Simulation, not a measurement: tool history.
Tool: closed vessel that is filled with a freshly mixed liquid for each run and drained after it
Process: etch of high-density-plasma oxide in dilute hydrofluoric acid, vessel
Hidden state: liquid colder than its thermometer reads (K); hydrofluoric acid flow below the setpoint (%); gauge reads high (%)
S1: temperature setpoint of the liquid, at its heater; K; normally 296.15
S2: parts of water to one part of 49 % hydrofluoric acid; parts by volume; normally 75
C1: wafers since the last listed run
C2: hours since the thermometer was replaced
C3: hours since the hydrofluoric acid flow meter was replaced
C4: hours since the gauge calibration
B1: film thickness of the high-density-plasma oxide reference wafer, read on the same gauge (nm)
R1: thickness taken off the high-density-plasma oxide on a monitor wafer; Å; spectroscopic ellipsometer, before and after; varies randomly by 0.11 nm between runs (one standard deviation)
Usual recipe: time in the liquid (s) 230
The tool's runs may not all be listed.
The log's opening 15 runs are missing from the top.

Run 16, day 8.2: usual settings but S1 294.65 K; C1 1564; C2 1364.1; C3 18.4; C4 497.7; B1 70. Result: R1 143.9 Å.
Run 17, day 8.788: usual settings; C1 1404; C2 1378.2; C3 32.5; C4 511.8; B1 70.01. Result: R1 152.5 Å.
Run 18, day 9.221: usual settings but S1 293.15 K, S2 50 parts by volume; C1 1036; C2 1388.6; C3 42.9; C4 522.2; B1 69.98. Result: R1 208.1 Å.
At day 9.45: gauge calibrated.
At day 9.8: thermometer replaced.
Run 19, day 9.838: usual settings but S1 293.65 K; C1 1375; C2 0.9; C3 57.7; C4 9.3; B1 69.96. Result: R1 137.3 Å.
Run 20, day 10.533: usual settings but S1 299.15 K, S2 35 parts by volume, time in the liquid (s) 135; C1 1664; C2 17.6; C3 74.4; C4 26; B1 69.99. Result: R1 227.3 Å.
Run 21, day 10.8: usual settings; C1 637; C2 24; C3 80.8; C4 32.4; B1 70.01. Result: R1 150.5 Å.
Run 22, day 11.058: usual settings but S1 293.15 K, S2 60 parts by volume; C1 617; C2 30.2; C3 87; C4 38.6; B1 69.99. Result: R1 169.8 Å.
Run 23, day 11.408: usual settings; C1 836; C2 38.6; C3 95.4; C4 47; B1 70.02. Result: R1 151.1 Å.
Run 24, day 11.925: usual settings but S2 55 parts by volume; C1 1235; C2 51; C3 107.8; C4 59.4; B1 70.03. Result: R1 209.1 Å.
Run 25, day 12.596: usual settings but S2 100 parts by volume; C1 1604; C2 67.1; C3 123.9; C4 75.5; B1 70.01. Result: R1 109.8 Å.
Run 26, day 13.25: usual settings but S2 115 parts by volume; C1 1564; C2 82.8; C3 139.6; C4 91.2; B1 69.99. Result: R1 94.6 Å.
Run 27, day 13.796: usual settings but S2 60 parts by volume, time in the liquid (s) 185; C1 1305; C2 95.9; C3 152.7; C4 104.3; B1 70.03. Result: R1 157 Å.
Run 28, day 14.154: usual settings but S2 115 parts by volume, time in the liquid (s) 125; C1 856; C2 104.5; C3 161.3; C4 112.9; B1 70. Result: R1 51.3 Å.
Run 29, day 14.862: usual settings but S1 293.15 K, S2 55 parts by volume; C1 1693; C2 121.5; C3 178.3; C4 129.9; B1 69.98. Result: R1 187.3 Å.
Run 30, day 15.275: usual settings but S1 292.65 K; C1 986; C2 131.4; C3 188.2; C4 139.8; B1 69.98. Result: R1 130.8 Å.
Run 31, day 15.942: usual settings but S1 301.15 K, time in the liquid (s) 180; C1 1594; C2 147.4; C3 204.2; C4 155.8; B1 69.98. Result: R1 144.1 Å.
Run 32, day 17.925: usual settings but S1 299.65 K, S2 90 parts by volume, time in the liquid (s) 315; C1 4742; C2 195; C3 251.8; C4 203.4; B1 70.03. Result: R1 193.9 Å.

4 options for the next run, each taken on its own from the tool as it stands now. Forecast them:
Run A, day 17.954: usual settings; C1 69; C2 195.7; C3 252.5; C4 204.1; B1 ?. Result: R1 ?.
Run B, day 17.954: usual settings but S1 291.15 K, S2 60 parts by volume, time in the liquid (s) 320; C1 69; C2 195.7; C3 252.5; C4 204.1; B1 ?. Result: R1 ?.
Run C, day 17.954: usual settings but S1 298.65 K, S2 110 parts by volume, time in the liquid (s) 145; C1 69; C2 195.7; C3 252.5; C4 204.1; B1 ?. Result: R1 ?.
Run D, day 17.954: usual settings but S1 299.15 K, time in the liquid (s) 110; C1 69; C2 195.7; C3 252.5; C4 204.1; B1 ?. Result: R1 ?.

run  B1     R1
  A  70  150.9
  B  70  216.7
  C  70   68.6
  D  70   81.4
Take away the tool's hidden state, keep each run's random variation, and the runs would have read:
run     R1
  A  150.9
  B  216.7
  C   68.6
  D   81.4

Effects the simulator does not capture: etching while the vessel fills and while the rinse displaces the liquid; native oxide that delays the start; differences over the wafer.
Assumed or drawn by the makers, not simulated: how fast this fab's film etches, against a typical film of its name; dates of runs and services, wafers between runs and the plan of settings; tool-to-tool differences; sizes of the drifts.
